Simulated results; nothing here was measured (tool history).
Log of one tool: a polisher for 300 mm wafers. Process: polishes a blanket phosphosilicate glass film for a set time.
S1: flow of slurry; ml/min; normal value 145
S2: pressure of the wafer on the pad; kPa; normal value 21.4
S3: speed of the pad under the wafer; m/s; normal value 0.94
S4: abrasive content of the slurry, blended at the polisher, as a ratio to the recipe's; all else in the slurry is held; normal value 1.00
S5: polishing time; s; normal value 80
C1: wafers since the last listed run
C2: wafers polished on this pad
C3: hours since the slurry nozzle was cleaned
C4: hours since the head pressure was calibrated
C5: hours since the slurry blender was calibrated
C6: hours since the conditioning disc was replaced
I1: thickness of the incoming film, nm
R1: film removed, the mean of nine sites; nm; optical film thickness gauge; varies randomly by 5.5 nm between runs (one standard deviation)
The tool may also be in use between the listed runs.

Run 1, hour 0.0: usual settings but S3 0.82 m/s, S4 0.75; C1 0; C2 2836; C3 453.3; C4 984.2; C5 277.1; C6 374.6; I1 3668.3. Result: R1 474.6 nm.
At hour 10.9: slurry nozzle cleaned.
At hour 58.5: conditioning disc replaced and pad reconditioned.
Run 2, hour 92.0: usual settings but S3 0.78 m/s; C1 815; C2 3651; C3 81.1; C4 1076.2; C5 369.1; C6 33.5; I1 3678.9. Result: R1 533.6 nm.
At hour 112.4: slurry blender recalibrated.
At hour 113.0: worn pad replaced by a new one.
Run 3, hour 217.8: usual settings; C1 1129; C2 960; C3 206.9; C4 1202.0; C5 105.4; C6 159.3; I1 3660.7. Result: R1 602.7 nm.
Run 4, hour 307.7: usual settings; C1 823; C2 1784; C3 296.8; C4 1291.9; C5 195.3; C6 249.2; I1 3670.7. Result: R1 596.6 nm.
At hour 381.9: head pressure recalibrated.
At hour 383.0: slurry nozzle cleaned.
Run 5, hour 399.1: usual settings; C1 810; C2 2594; C3 16.1; C4 17.2; C5 286.7; C6 340.6; I1 3673.6. Result: R1 601.1 nm.
Run 6, hour 457.1: usual settings but S1 125 ml/min, S4 1.15; C1 531; C2 3126; C3 74.1; C4 75.2; C5 344.7; C6 398.6; I1 3621.4. Result: R1 629.0 nm.
At hour 459.4: conditioning disc replaced and pad reconditioned.
At hour 466.7: slurry blender recalibrated.
At hour 509.8: worn pad replaced by a new one.
Run 7, hour 521.5: usual settings but S1 125 ml/min, S4 1.15; C1 516; C2 107; C3 138.5; C4 139.6; C5 54.8; C6 62.1; I1 3708.2. Result: R1 627.2 nm.
Run 8, hour 579.3: usual settings; C1 529; C2 637; C3 196.3; C4 197.4; C5 112.6; C6 119.9; I1 3633.4. Result: R1 594.8 nm.
Run 9, hour 621.3: usual settings; C1 384; C2 1022; C3 238.3; C4 239.4; C5 154.6; C6 161.9; I1 3677.6. Result: R1 609.9 nm.
Run 10, hour 661.4: usual settings; C1 367; C2 1389; C3 278.4; C4 279.5; C5 194.7; C6 202.0; I1 3684.6. Result: R1 606.3 nm.
Run 11, hour 699.1: usual settings but S1 190 ml/min, S3 1.04 m/s, S4 0.80; C1 345; C2 1735; C3 316.1; C4 317.2; C5 232.4; C6 239.7; I1 3612.0. Result: R1 590.9 nm.
At hour 729.6: slurry nozzle cleaned.
Run 12, hour 747.8: usual settings but S1 175 ml/min, S2 24.8 kPa, S3 0.76 m/s, S5 93 s; C1 437; C2 2172; C3 18.2; C4 365.9; C5 281.1; C6 288.4; I1 3673.0. Result: R1 722.8 nm.
At hour 806.1: conditioning disc replaced and pad reconditioned.
Run 13, hour 811.4: usual settings but S1 175 ml/min, S2 24.8 kPa, S3 0.76 m/s, S5 93 s; C1 564; C2 2736; C3 81.8; C4 429.5; C5 344.7; C6 5.3; I1 3627.4. Result: R1 738.9 nm.
Run 14, hour 848.4: usual settings but S1 170 ml/min, S2 26.2 kPa; C1 339; C2 3075; C3 118.8; C4 466.5; C5 381.7; C6 42.3; I1 3604.9. Result: R1 751.4 nm.
At hour 855.1: worn pad replaced by a new one.
At hour 880.6: slurry blender recalibrated.
Run 15, hour 892.4: usual settings; C1 348; C2 323; C3 162.8; C4 510.5; C5 11.8; C6 86.3; I1 3641.3. Result: R1 596.7 nm.
Run 16, hour 939.3: usual settings but S1 185 ml/min, S2 24.8 kPa, S3 1.08 m/s, S5 89 s; C1 429; C2 753; C3 209.7; C4 557.4; C5 58.7; C6 133.2; I1 3695.5. Result: R1 844.8 nm.
Run 17, hour 988.4: usual settings; C1 449; C2 1203; C3 258.8; C4 606.5; C5 107.8; C6 182.3; I1 3644.0. Result: R1 596.7 nm.
Run 18, hour 1048.3: usual settings; C1 548; C2 1751; C3 318.7; C4 666.4; C5 167.7; C6 242.2; I1 3617.6. Result: R1 595.4 nm.
Run 19, hour 1105.9: usual settings; C1 527; C2 2279; C3 376.3; C4 724.0; C5 225.3; C6 299.8; I1 3660.3. Result: R1 597.5 nm.
At hour 1167.8: slurry nozzle cleaned.
At hour 1194.0: worn pad replaced by a new one.
Run 20, hour 1194.5: usual settings but S1 130 ml/min, S3 1.16 m/s; C1 766; C2 4; C3 26.7; C4 812.6; C5 313.9; C6 388.4; I1 3677.5. Result: R1 669.6 nm.
At hour 1197.9: conditioning disc replaced and pad reconditioned.
At hour 1227.0: slurry blender recalibrated.
Run 21, hour 1282.0: usual settings; C1 765; C2 769; C3 114.2; C4 900.1; C5 55.0; C6 84.1; I1 3626.0. Result: R1 605.4 nm.
Run 22, hour 1364.9: usual settings but S2 17.9 kPa, S3 1.24 m/s, S4 1.25; C1 759; C2 1529; C3 197.1; C4 983.0; C5 137.9; C6 167.0; I1 3652.5. Result: R1 665.0 nm.
Run 23, hour 1457.0: usual settings but S3 0.76 m/s, S5 67 s; C1 844; C2 2373; C3 289.2; C4 1075.1; C5 230.0; C6 259.1; I1 3561.7. Result: R1 440.7 nm.
At hour 1531.2: worn pad replaced by a new one.
At hour 1545.4: conditioning disc replaced and pad reconditioned.
Run 24, hour 1546.1: usual settings but S3 1.22 m/s, S4 0.75; C1 761; C2 117; C3 378.3; C4 1164.2; C5 319.1; C6 0.7; I1 3654.9. Result: R1 602.0 nm.
At hour 1584.8: slurry nozzle cleaned.
At hour 1589.3: slurry blender recalibrated.
Run 25, hour 1602.0: usual settings but S2 16.5 kPa, S3 1.08 m/s, S4 1.25; C1 484; C2 602; C3 17.2; C4 1220.1; C5 12.7; C6 56.6; I1 3643.4. Result: R1 556.7 nm.

Consider 4 possible next runs. They are alternatives, not a sequence: every one starts from the tool as it was left by run 25. What does each give?
Run A, hour 1602.5: usual settings; C1 4; C2 607; C3 17.7; C4 1220.6; C5 13.2; C6 57.1; I1 3702.2. Result: R1 ?.
Run B, hour 1602.5: usual settings but S3 1.16 m/s, S4 0.75; C1 4; C2 607; C3 17.7; C4 1220.6; C5 13.2; C6 57.1; I1 3702.2. Result: R1 ?.
Run C, hour 1602.5: usual settings but S3 0.62 m/s; C1 4; C2 607; C3 17.7; C4 1220.6; C5 13.2; C6 57.1; I1 3702.2. Result: R1 ?.
Run D, hour 1602.5: usual settings but S3 1.06 m/s; C1 4; C2 607; C3 17.7; C4 1220.6; C5 13.2; C6 57.1; I1 3702.2. Result: R1 ?.

run     R1
  A  601.3
  B  584.7
  C  479.2
  D  645.4
With the hidden condition removed and each run's random variation left untouched, the same runs would have given:
run     R1
  A  601.3
  B  584.7
  C  479.2
  D  645.4
